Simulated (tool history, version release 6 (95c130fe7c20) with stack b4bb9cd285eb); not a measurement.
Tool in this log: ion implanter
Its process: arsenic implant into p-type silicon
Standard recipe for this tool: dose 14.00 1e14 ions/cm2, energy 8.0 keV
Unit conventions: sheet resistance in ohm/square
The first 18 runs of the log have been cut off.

| run | day | dose | energy | read-back reference wafer on the same gauge, sheet resistance | sheet resistance |
|---|---|---|---|---|---|
|  | 9.683 | extraction supply calibrated |
|  | 10.000 | Faraday cup replaced and dose calibrated |
| 19 | 10.021 | 12.70 | 8.0 | 134.07 | 123.31 |
| 20 | 10.429 | 17.53 | 9.5 | 133.99 | 108.54 |
| 21 | 11.004 | 18.11 | 10.5 | 134.07 | 106.62 |
| 22 | 11.550 | 14.00 | 8.0 | 134.04 | 118.64 |
| 23 | 12.154 | 14.00 | 8.0 | 133.99 | 118.49 |
| 24 | 12.612 | 17.02 | 5.5 | 134.00 | 112.91 |
| 25 | 13.267 | 14.00 | 9.5 | 134.00 | 116.96 |
| 26 | 13.658 | 12.70 | 8.0 | 133.94 | 123.13 |
| 27 | 14.092 | 10.82 | 8.0 | 134.03 | 133.11 |
| 28 | 14.350 | 15.89 | 5.5 | 134.01 | 115.17 |
| 29 | 14.621 | 14.00 | 8.0 | 134.01 | 118.18 |
|  | 15.425 | Faraday cup replaced and dose calibrated, repeated, since the last time left the tool worse |
| 30 | 15.446 | 14.00 | 7.5 | 134.09 | 121.78 |
| 31 | 15.633 | 12.34 | 8.0 | 133.97 | 128.52 |
| 32 | 16.342 | 12.18 | 6.5 | 134.05 | 130.34 |
| 33 | 17.083 | 15.29 | 9.5 | 133.98 | 115.80 |
| 34 | 17.817 | 17.34 | 6.5 | 133.97 | 113.42 |
| 35 | 18.262 | 10.43 | 10.5 | 133.99 | 138.41 |
| 36 | 20.229 | 10.76 | 5.5 | 133.97 | 140.27 |

Alternative continuations, all from the tool just after run 36; predict every row:
| A | 20.246 | 14.00 | 8.0 | ? | ? |
| B | 20.246 | 12.09 | 8.0 | ? | ? |
| C | 20.246 | 10.56 | 6.5 | ? | ? |
| D | 20.246 | 17.44 | 6.5 | ? | ? |
| E | 20.246 | 9.99 | 8.0 | ? | ? |

| run | read-back reference wafer on the same gauge, sheet resistance | sheet resistance |
|---|---|---|
| A | 134.00 | 120.86 |
| B | 134.00 | 129.26 |
| C | 134.00 | 140.29 |
| D | 134.00 | 112.77 |
| E | 134.00 | 143.75 |
Without the tool's hidden state the same runs would have given:
| run | sheet resistance |
|---|---|
| A | 121.10 |
| B | 129.57 |
| C | 140.68 |
| D | 112.93 |
| E | 144.17 |

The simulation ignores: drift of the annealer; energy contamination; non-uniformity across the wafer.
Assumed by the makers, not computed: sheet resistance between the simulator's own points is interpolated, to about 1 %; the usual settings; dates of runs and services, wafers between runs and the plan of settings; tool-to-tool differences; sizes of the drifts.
